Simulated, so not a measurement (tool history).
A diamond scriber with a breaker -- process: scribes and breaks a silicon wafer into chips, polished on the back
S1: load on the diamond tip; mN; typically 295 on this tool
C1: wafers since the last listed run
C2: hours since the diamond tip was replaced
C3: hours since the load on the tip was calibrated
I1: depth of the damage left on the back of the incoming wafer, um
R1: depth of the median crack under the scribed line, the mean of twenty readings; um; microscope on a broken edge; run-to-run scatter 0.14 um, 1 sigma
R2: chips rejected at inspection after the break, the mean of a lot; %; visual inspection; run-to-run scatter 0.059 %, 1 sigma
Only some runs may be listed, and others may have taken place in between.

run 1 hour=0.0 | S1=295 | C1=0 C2=293.6 C3=180.1 | I1=0.03 | R1=13.14 R2=1.29
run 2 hour=24.8 | S1=295 | C1=74 C2=318.4 C3=204.9 | I1=0.02 | R1=13.45 R2=1.15
run 3 hour=57.6 | S1=295 | C1=98 C2=351.2 C3=237.7 | I1=0.05 | R1=13.24 R2=1.27
run 4 hour=82.2 | S1=327 | C1=73 C2=375.8 C3=262.3 | I1=0.05 | R1=14.78 R2=1.85
run 5 hour=118.1 | S1=245 | C1=107 C2=411.7 C3=298.2 | I1=0.02 | R1=10.43 R2=8.54
run 6 hour=135.9 | S1=245 | C1=53 C2=429.5 C3=316.0 | I1=0.01 | R1=10.51 R2=7.97
run 7 hour=158.1 | S1=245 | C1=66 C2=451.7 C3=338.2 | I1=0.01 | R1=10.55 R2=8.25
run 8 hour=181.0 | S1=295 | C1=68 C2=474.6 C3=361.1 | I1=0.03 | R1=13.18 R2=1.46
run 9 hour=203.9 | S1=295 | C1=68 C2=497.5 C3=384.0 | I1=0.01 | R1=13.21 R2=1.42
run 10 hour=224.8 | S1=258 | C1=62 C2=518.4 C3=404.9 | I1=0.05 | R1=11.09 R2=5.33
run 11 hour=244.9 | S1=338 | C1=60 C2=538.5 C3=425.0 | I1=0.05 | R1=15.27 R2=2.28
run 12 hour=277.2 | S1=338 | C1=97 C2=570.8 C3=457.3 | I1=0.01 | R1=15.17 R2=2.51
run 13 hour=299.2 | S1=295 | C1=66 C2=592.8 C3=479.3 | I1=0.03 | R1=12.88 R2=1.35
run 14 hour=327.6 | S1=364 | C1=85 C2=621.2 C3=507.7 | I1=0.04 | R1=16.11 R2=4.33
-- hour=361.1 diamond tip replaced by a new one, of another model than before
run 15 hour=361.6 | S1=345 | C1=96 C2=0.5 C3=541.7 | I1=0.05 | R1=16.72 R2=6.21
run 16 hour=383.6 | S1=255 | C1=66 C2=22.5 C3=563.7 | I1=0.04 | R1=10.70 R2=7.39
run 17 hour=417.5 | S1=250 | C1=101 C2=56.4 C3=597.6 | I1=0.02 | R1=10.17 R2=8.57
run 18 hour=451.9 | S1=237 | C1=103 C2=90.8 C3=632.0 | I1=0.03 | R1=9.21 R2=15.67
run 19 hour=478.5 | S1=295 | C1=79 C2=117.4 C3=658.6 | I1=0.04 | R1=13.34 R2=1.15
run 20 hour=507.8 | S1=359 | C1=88 C2=146.7 C3=687.9 | I1=0.05 | R1=17.36 R2=7.99
-- hour=513.3 load on the tip recalibrated
run 21 hour=521.6 | S1=295 | C1=35 C2=160.5 C3=8.3 | I1=0.01 | R1=13.40 R2=1.22
run 22 hour=533.6 | S1=295 | C1=36 C2=172.5 C3=20.3 | I1=0.03 | R1=13.36 R2=1.32
run 23 hour=568.5 | S1=333 | C1=104 C2=207.4 C3=55.2 | I1=0.01 | R1=15.71 R2=3.71
run 24 hour=583.6 | S1=295 | C1=45 C2=222.5 C3=70.3 | I1=0.03 | R1=13.45 R2=1.27
run 25 hour=605.8 | S1=233 | C1=66 C2=244.7 C3=92.5 | I1=0.04 | R1=8.83 R2=19.33
run 26 hour=640.7 | S1=272 | C1=104 C2=279.6 C3=127.4 | I1=0.03 | R1=11.75 R2=3.85
run 27 hour=672.1 | S1=209 | C1=94 C2=311.0 C3=158.8 | I1=0.02 | R1=6.62 R2=42.08

Consider 3 possible next runs. They are alternatives, not a sequence: every one starts from the tool as it was left by run 27. What does each give?
run A hour=672.7 | S1=295 | C1=1 C2=311.6 C3=159.4 | I1=0.01 | R1=? R2=?
run B hour=672.7 | S1=367 | C1=1 C2=311.6 C3=159.4 | I1=0.01 | R1=? R2=?
run C hour=672.7 | S1=244 | C1=1 C2=311.6 C3=159.4 | I1=0.01 | R1=? R2=?

run=A R1=13.26 R2=1.33
run=B R1=17.69 R2=8.85
run=C R1=9.60 R2=14.43
What these runs would have given with no unlogged condition in the tool:
run=A R1=13.62 R2=1.25
run=B R1=18.18 R2=10.42
run=C R1=9.86 R2=12.59

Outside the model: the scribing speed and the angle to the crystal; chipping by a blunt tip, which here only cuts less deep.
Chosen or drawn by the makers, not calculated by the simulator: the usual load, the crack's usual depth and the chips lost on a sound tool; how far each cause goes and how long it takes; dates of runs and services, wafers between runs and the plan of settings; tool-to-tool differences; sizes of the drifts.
